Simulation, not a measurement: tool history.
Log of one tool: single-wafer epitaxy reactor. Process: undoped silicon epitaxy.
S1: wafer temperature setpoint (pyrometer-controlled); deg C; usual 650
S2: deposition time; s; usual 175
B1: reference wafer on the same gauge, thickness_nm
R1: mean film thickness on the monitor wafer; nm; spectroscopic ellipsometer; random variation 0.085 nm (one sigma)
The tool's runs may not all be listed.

| run | hour | S1 | S2 | B1 | R1 |
|---|---|---|---|---|---|
| 1 | 0.0 | 650 | 175 | 23.119 | 27.040 |
| 2 | 87.6 | 650 | 175 | 23.099 | 26.898 |
| 3 | 162.7 | 650 | 175 | 23.102 | 26.738 |
| 4 | 202.3 | 650 | 175 | 23.071 | 26.879 |
| 5 | 267.2 | 650 | 175 | 23.096 | 26.771 |
| 6 | 318.1 | 650 | 175 | 23.100 | 26.710 |
| 7 | 361.1 | 650 | 175 | 23.114 | 26.769 |
| 8 | 447.0 | 650 | 175 | 23.100 | 26.601 |
|  | 463.3 | gauge calibrated |
|  | 493.8 | pyrometer calibrated |
| 9 | 498.0 | 650 | 175 | 23.124 | 27.430 |
| 10 | 570.7 | 650 | 175 | 23.094 | 27.537 |
| 11 | 663.1 | 650 | 156 | 23.094 | 24.513 |
| 12 | 720.8 | 650 | 175 | 23.120 | 27.709 |

Forecast run 13:
| 13 | 813.5 | 662 | 175 | ? | ? |

B1: 23.094
R1: 34.745 nm
Without the tool's hidden state the same run would have given R1 34.931 nm.

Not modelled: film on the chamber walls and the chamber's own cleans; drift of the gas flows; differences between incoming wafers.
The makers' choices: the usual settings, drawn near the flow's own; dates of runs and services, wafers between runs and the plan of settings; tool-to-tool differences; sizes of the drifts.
